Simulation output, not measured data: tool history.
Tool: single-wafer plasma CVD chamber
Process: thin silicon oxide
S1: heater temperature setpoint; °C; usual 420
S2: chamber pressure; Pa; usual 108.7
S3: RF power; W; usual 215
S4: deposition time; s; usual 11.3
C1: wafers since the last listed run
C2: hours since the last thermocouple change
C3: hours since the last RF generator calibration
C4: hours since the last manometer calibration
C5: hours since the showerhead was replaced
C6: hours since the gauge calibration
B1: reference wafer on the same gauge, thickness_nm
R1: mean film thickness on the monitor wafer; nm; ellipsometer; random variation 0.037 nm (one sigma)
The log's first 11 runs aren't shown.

Run 12, hour 292.6: usual settings; C1 363; C2 928.1; C3 83.9; C4 375.1; C5 193.9; C6 32.5; B1 14.700. Result: R1 17.021 nm.
Run 13, hour 319.4: usual settings but S3 190 W, S4 10.5 s; C1 358; C2 954.9; C3 110.7; C4 401.9; C5 220.7; C6 59.3; B1 14.698. Result: R1 15.049 nm.
Run 14, hour 339.1: usual settings but S1 429 °C; C1 263; C2 974.6; C3 130.4; C4 421.6; C5 240.4; C6 79.0; B1 14.703. Result: R1 16.865 nm.
Run 15, hour 358.1: usual settings but S1 429 °C, S4 10.0 s; C1 254; C2 993.6; C3 149.4; C4 440.6; C5 259.4; C6 98.0; B1 14.697. Result: R1 14.971 nm.
Run 16, hour 371.5: usual settings but S1 424 °C, S3 175 W; C1 179; C2 1007.0; C3 162.8; C4 454.0; C5 272.8; C6 111.4; B1 14.703. Result: R1 15.698 nm.
Run 17, hour 391.4: usual settings; C1 266; C2 1026.9; C3 182.7; C4 473.9; C5 292.7; C6 131.3; B1 14.697. Result: R1 16.962 nm.
Run 18, hour 426.4: usual settings but S1 414 °C, S2 129.9 Pa; C1 468; C2 1061.9; C3 217.7; C4 508.9; C5 327.7; C6 166.3; B1 14.699. Result: R1 19.444 nm.
At hour 447.7: thermocouple changed; heater temperature recalibrated.
Run 19, hour 448.2: usual settings; C1 184; C2 0.5; C3 239.5; C4 530.7; C5 349.5; C6 188.1; B1 14.699. Result: R1 16.910 nm.

Forecast run 20:
Run 20, hour 475.2: usual settings but S2 94.3 Pa; C1 361; C2 27.5; C3 266.5; C4 557.7; C5 376.5; C6 215.1; B1 ?. Result: R1 ?.

Run 20 gave B1 14.701, R1 15.089 nm.
Without the tool's hidden state the same run would have given R1 15.293 nm.

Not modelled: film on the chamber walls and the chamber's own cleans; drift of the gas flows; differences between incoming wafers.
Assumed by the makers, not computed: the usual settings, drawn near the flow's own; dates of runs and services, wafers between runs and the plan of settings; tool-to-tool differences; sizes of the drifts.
